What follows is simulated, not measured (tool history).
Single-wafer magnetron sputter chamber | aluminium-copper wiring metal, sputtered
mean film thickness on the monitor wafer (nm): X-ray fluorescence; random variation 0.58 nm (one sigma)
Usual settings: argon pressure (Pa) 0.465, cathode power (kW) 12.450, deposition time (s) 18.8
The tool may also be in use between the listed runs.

run	hour	argon pressure (Pa)	cathode power (kW)	deposition time (s)	wafers since the last listed run	wafers on the sputter target	hours since the last manometer calibration	hours since the magnet pack was replaced	hours since the gauge calibration	read-back reference wafer on the same gauge, thickness_nm	mean film thickness on the monitor wafer (nm)
1	0.0	0.465	12.450	18.8	0	375	2143.8	11149.1	185.2	405.101	366.007
# hour 8.0: gauge calibrated
2	31.0	0.465	12.450	18.8	829	1205	2174.8	11180.1	23.0	405.105	361.772
3	45.7	0.465	12.450	18.8	393	1598	2189.5	11194.8	37.7	404.876	362.128
4	58.3	0.361	12.450	18.8	337	1935	2202.1	11207.4	50.3	405.030	392.031
5	66.9	0.361	12.450	18.8	230	2165	2210.7	11216.0	58.9	404.841	390.408
6	79.7	0.465	12.450	18.8	342	2508	2223.5	11228.8	71.7	404.954	360.600
7	94.2	0.465	14.450	18.8	388	2896	2238.0	11243.3	86.2	405.041	418.049
8	110.8	0.465	14.450	18.8	444	3340	2254.6	11259.9	102.8	405.028	417.460
9	124.7	0.465	14.450	18.8	371	3712	2268.5	11273.8	116.7	404.901	416.454
# hour 173.4: capacitance manometer re-zeroed and calibrated
10	173.9	0.465	12.450	18.8	1102	4815	0.5	11323.0	165.9	404.988	380.082
11	182.0	0.465	13.700	18.8	216	5031	8.6	11331.1	174.0	405.161	416.887
12	195.5	0.550	12.450	18.8	361	5393	22.1	11344.6	187.5	404.930	359.864
# hour 207.4: sputter target and shields replaced
13	208.8	0.390	12.450	16.9	141	36	35.4	11357.9	200.8	405.054	365.270
14	216.5	0.571	14.500	20.2	206	242	43.1	11365.6	208.5	404.878	453.585
# hour 220.9: gauge calibrated
15	226.9	0.297	9.500	19.8	278	521	53.5	11376.0	6.0	405.153	344.674
# hour 236.4: magnet pack replaced
16	243.0	0.465	12.450	18.8	216	737	69.6	6.6	22.1	404.947	384.585
17	284.5	0.617	9.900	20.3	1110	1848	111.1	48.1	63.6	404.914	297.458
18	291.4	0.465	12.450	18.8	184	2033	118.0	55.0	70.5	404.867	380.394
19	300.6	0.465	12.450	18.8	246	2279	127.2	64.2	79.7	404.976	380.834
20	308.4	0.550	12.450	18.8	208	2487	135.0	72.0	87.5	404.951	360.019
21	324.2	0.382	10.100	19.9	422	2910	150.8	87.8	103.3	404.829	343.562

Measured less the same run without the tool's hidden state. The same run-to-run variation is in both; the gauge's scatter may not be:
The hidden state here: deposition rate above that of a new target (%); true argon pressure above the setpoint (%); gauge reads high (%).
run	mean film thickness on the monitor wafer (nm)
1	-21.229
2	-23.726
3	-24.711
4	-21.973
5	-22.305
6	-26.244
7	-31.025
8	-31.556
9	-31.887
10	-6.898
11	-7.698
12	-6.558
13	+0.381
14	-0.004
15	-1.723
16	-2.904
17	-4.083
18	-5.789
19	-6.178
20	-6.013
21	-6.383
